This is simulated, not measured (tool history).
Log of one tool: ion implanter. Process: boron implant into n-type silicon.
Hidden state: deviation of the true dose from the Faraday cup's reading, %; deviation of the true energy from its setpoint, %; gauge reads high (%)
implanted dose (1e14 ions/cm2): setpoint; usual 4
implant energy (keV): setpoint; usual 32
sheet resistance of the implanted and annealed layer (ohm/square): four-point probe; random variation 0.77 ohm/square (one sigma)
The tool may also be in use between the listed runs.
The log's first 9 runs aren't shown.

run	hour	implanted dose (1e14 ions/cm2)	implant energy (keV)	wafers since the last listed run	hours since the last dose calibration	hours since the extraction supply was calibrated	hours since the gauge calibration	read-back reference wafer on the same gauge, sheet resistance	sheet resistance of the implanted and annealed layer (ohm/square)
10	108.4	3.31	32	84	1812.8	6523.2	296.9	271.95	286.26
11	116.6	4	32	104	1821	6531.4	305.1	271.97	245.44
12	126.9	4	24.5	131	1831.3	6541.7	315.4	272.05	251.12
13	138.1	4	24.5	143	1842.5	6552.9	326.6	271.89	252.53
14	191.6	4	34.5	684	1896	6606.4	380.1	272.11	242.54
15	209.4	4	34.5	227	1913.8	6624.2	397.9	272.19	242.51
16	223.4	4	34.5	179	1927.8	6638.2	411.9	272.12	241.74
17	240.1	3.55	42	213	1944.5	6654.9	428.6	272.05	261.95
18	253	3.16	32	165	1957.4	6667.8	441.5	271.96	296.66
19	261.9	3.4	22.5	113	1966.3	6676.7	450.4	271.9	288.96
20	275.2	4	32	170	1979.6	6690	463.7	271.97	243.64
# hour 279.2: gauge calibrated
21	311.7	4	24.5	467	2016.1	6726.5	32.5	272.04	250.89
# hour 326.4: extraction supply calibrated
22	326.9	3.08	23	92	2031.3	0.5	47.7	271.82	313.78
23	369.7	4	41	547	2074.1	43.3	90.5	272.08	237.96
24	394.8	4	32	321	2099.2	68.4	115.6	272	245.05
# hour 413.1: Faraday cup replaced and dose calibrated
25	413.6	3.68	32	138	0.5	87.2	134.4	272.07	260.78
26	424.7	3.44	40	142	11.6	98.3	145.5	272.09	269.08
27	437.2	4	32	159	24.1	110.8	158	271.87	244.96

The next listed run, before its measurement:
28	446	4.4	39.5	112	32.9	119.6	166.8	?	?

read-back reference wafer on the same gauge, sheet resistance: 271.92
sheet resistance of the implanted and annealed layer (ohm/square): 219.44
Without the tool's hidden state the same run would have given sheet resistance of the implanted and annealed layer (ohm/square) 219.44.
